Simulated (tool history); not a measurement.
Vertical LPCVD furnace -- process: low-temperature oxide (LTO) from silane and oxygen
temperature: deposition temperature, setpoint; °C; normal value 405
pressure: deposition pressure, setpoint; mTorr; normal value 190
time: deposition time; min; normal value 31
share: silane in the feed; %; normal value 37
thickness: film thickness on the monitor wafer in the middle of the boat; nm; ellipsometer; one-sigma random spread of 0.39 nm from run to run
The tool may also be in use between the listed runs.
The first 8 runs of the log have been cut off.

run,day,temperature,pressure,time,share,"read-back reference wafer on the same gauge, thickness",thickness
9,5.1,405,190,31,37,205.93,248.64
10,5.308,405,190,31,37,205.92,248.71
11,5.588,405,190,41.5,37,206.01,333.33
12,5.946,405,190,37.5,37,206.04,301.26
13,6.346,405,190,31,37,206,248.67
14,7.054,405,190,31,37,206.13,248.95
15,7.846,394,215,41.5,42,205.99,389.09
16,8.258,405,190,36.5,37,206.05,293.42
17,10.421,405,190,23,41,206.04,209.91
18,10.85,396,190,38.5,31,206.01,219.1
19,11.667,405,190,31,42,206.05,289.08
20,12.15,416,180,40.5,35,205.98,323.99
21,12.642,400,175,36,33,205.88,216.26
22,12.942,405,230,31,37,206.11,301.36
23,13.796,405,235,31,43,205.95,368.07
24,14.638,405,190,31,40,205.96,274.43
25,15.083,399,190,27.5,33,206.03,177.95
26,15.954,405,225,35,37,206.04,334.28
27,16.662,409,235,23,32,205.98,197.68
28,16.996,405,155,31,37,205.92,203.28
# day 17.708: gauge calibrated
29,17.796,415,230,27.5,37,205.96,299.49

What will run 30 give?
30,18.462,394,175,31,37,?,?

Run 30 measured read-back reference wafer on the same gauge, thickness 205.9, thickness 203.22 nm.
On a tool with no hidden condition, and with the same random variation, this run would have come out at thickness 201.36 nm.

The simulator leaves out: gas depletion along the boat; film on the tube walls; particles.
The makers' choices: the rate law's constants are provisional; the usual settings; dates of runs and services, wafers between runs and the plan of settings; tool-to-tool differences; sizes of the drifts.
